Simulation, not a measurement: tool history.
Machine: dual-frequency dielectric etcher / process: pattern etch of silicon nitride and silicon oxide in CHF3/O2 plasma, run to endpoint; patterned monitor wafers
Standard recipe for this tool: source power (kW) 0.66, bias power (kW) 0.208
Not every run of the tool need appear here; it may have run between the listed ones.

run,hour,source power (kW),bias power (kW),wafers since the last listed run,hours since the last wet clean,hours since the last source power generator calibration,hours since the last bias power generator calibration,hours since the last upper electrode change,"incoming incoming film thickness, nm",endpoint time (s)
1,0,0.66,0.208,0,244.2,2379.4,4509.6,5576.4,170.7,103.7
2,9.9,0.66,0.208,55,254.1,2389.3,4519.5,5586.3,171.9,104
3,23.5,0.66,0.208,76,267.7,2402.9,4533.1,5599.9,171.4,103.7
4,39.5,0.66,0.208,89,283.7,2418.9,4549.1,5615.9,172.3,105
5,48.8,0.66,0.208,52,293,2428.2,4558.4,5625.2,170.9,103.6
6,55.9,0.66,0.208,39,300.1,2435.3,4565.5,5632.3,172.1,104.6
7,63.9,0.66,0.208,44,308.1,2443.3,4573.5,5640.3,170.9,104.5
8,79.5,0.66,0.208,87,323.7,2458.9,4589.1,5655.9,172.5,104.8
9,93.3,0.66,0.208,77,337.5,2472.7,4602.9,5669.7,171,103.3
10,107.3,0.66,0.208,78,351.5,2486.7,4616.9,5683.7,169.6,102
11,122.7,0.66,0.208,86,366.9,2502.1,4632.3,5699.1,170.2,102.3
12,133.5,0.66,0.208,60,377.7,2512.9,4643.1,5709.9,169.5,101.3
# hour 164.4: upper electrode replaced
13,164.9,0.66,0.208,41,409.1,2544.3,4674.5,0.5,171.9,102.5
14,165.3,0.58,0.233,2,409.5,2544.7,4674.9,0.9,171,107
# hour 212.8: wet clean of the chamber
15,213.3,0.58,0.233,134,0.5,2592.7,4722.9,48.9,174.1,112.3
16,213.7,0.66,0.208,2,0.9,2593.1,4723.3,49.3,170.3,106.3
17,215.7,0.66,0.192,11,2.9,2595.1,4725.3,51.3,171.9,110.7
18,222.2,0.56,0.227,36,9.4,2601.6,4731.8,57.8,171,114.8
19,229.2,0.71,0.208,39,16.4,2608.6,4738.8,64.8,171.2,102.2
20,239.4,0.73,0.177,57,26.6,2618.8,4749,75,171.6,106.6
# hour 248.9: source power generator calibrated
21,255.3,0.71,0.243,66,42.5,6.4,4764.9,90.9,171.5,97.1
# hour 267.1: bias power generator calibrated
22,267.4,0.75,0.254,45,54.6,18.5,0.3,103,173.8,92.5
23,282.2,0.79,0.185,82,69.4,33.3,15.1,117.8,170.4,99
24,290.9,0.8,0.231,48,78.1,42,23.8,126.5,169.6,90

What does the tool deliver on the next run?
25,307.5,0.66,0.239,93,94.7,58.6,40.4,143.1,171.3,?

endpoint time (s): 100.5
Without the tool's hidden state the same run would have given endpoint time (s) 101.5.
